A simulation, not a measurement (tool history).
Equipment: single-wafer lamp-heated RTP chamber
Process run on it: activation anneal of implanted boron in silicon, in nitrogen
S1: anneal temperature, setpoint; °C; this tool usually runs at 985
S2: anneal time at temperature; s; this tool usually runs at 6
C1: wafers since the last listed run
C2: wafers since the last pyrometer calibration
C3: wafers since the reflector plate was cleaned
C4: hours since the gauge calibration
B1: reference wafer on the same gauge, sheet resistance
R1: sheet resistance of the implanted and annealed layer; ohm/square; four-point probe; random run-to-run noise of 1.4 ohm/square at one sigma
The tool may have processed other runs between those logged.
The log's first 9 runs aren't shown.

run	hour	S1	S2	C1	C2	C3	C4	B1	R1
10	268.0	985	3	717	5499	2957	490.3	411.01	506.44
11	288.5	985	5	471	5970	3429	510.8	410.94	504.93
# hour 298.2: gauge calibrated
12	302.4	976	6	319	6290	3748	4.2	410.73	512.34
13	328.6	976	6	602	6893	4351	30.4	411.03	510.20
# hour 337.7: pyrometer window cleaned and pyrometer calibrated
14	352.1	976	6	356	331	4708	53.9	410.91	507.50
15	376.1	985	6	552	883	5260	77.9	411.03	501.26
16	396.0	985	6	457	1341	5717	97.8	410.82	504.42
17	410.7	996	6	338	1679	6056	112.5	411.15	495.34
18	437.4	985	6	614	2293	6670	139.2	410.23	499.06
19	455.0	960	5	404	2698	7075	156.8	410.97	517.08
# hour 483.4: pyrometer window cleaned and pyrometer calibrated, repeated, since the last time left the tool worse
20	490.5	973	6	632	163	7707	192.3	410.88	517.82
21	506.9	985	6	377	540	8084	208.7	411.23	507.72
22	537.6	985	9	706	1247	8791	239.4	411.15	504.89
23	562.1	997	4	563	1810	9354	263.9	411.37	502.07
24	581.7	993	7	450	2261	9805	283.5	410.80	503.65
25	611.3	985	6	680	2942	10486	313.1	411.12	503.92
# hour 624.3: reflector plate cleaned
26	627.2	995	3	181	3124	67	329.0	411.21	503.35
27	659.9	1000	6	752	3876	819	361.7	410.20	499.18
28	685.7	1009	8	593	4469	1413	387.5	411.48	496.10
29	706.9	1000	7	487	4957	1900	408.7	411.01	498.09
# hour 736.8: pyrometer window cleaned and pyrometer calibrated
30	737.3	975	6	515	12	2416	439.1	411.17	517.26
31	746.5	985	6	211	223	2627	448.3	411.23	507.69
32	764.0	1015	9	402	626	3030	465.8	410.71	494.44
33	799.7	962	4	821	1447	3851	501.5	410.95	537.42
34	812.9	985	6	303	1751	4155	514.7	410.65	505.40

Run 35, settings as shown, results not yet in. Your forecast:
35	843.6	1003	6	706	2457	4861	545.4	?	?

Run 35 produced B1 410.95, R1 498.54 ohm/square.
Take away the tool's hidden state, keep the run-to-run variation as it was, and the same run would have given R1 499.65 ohm/square.

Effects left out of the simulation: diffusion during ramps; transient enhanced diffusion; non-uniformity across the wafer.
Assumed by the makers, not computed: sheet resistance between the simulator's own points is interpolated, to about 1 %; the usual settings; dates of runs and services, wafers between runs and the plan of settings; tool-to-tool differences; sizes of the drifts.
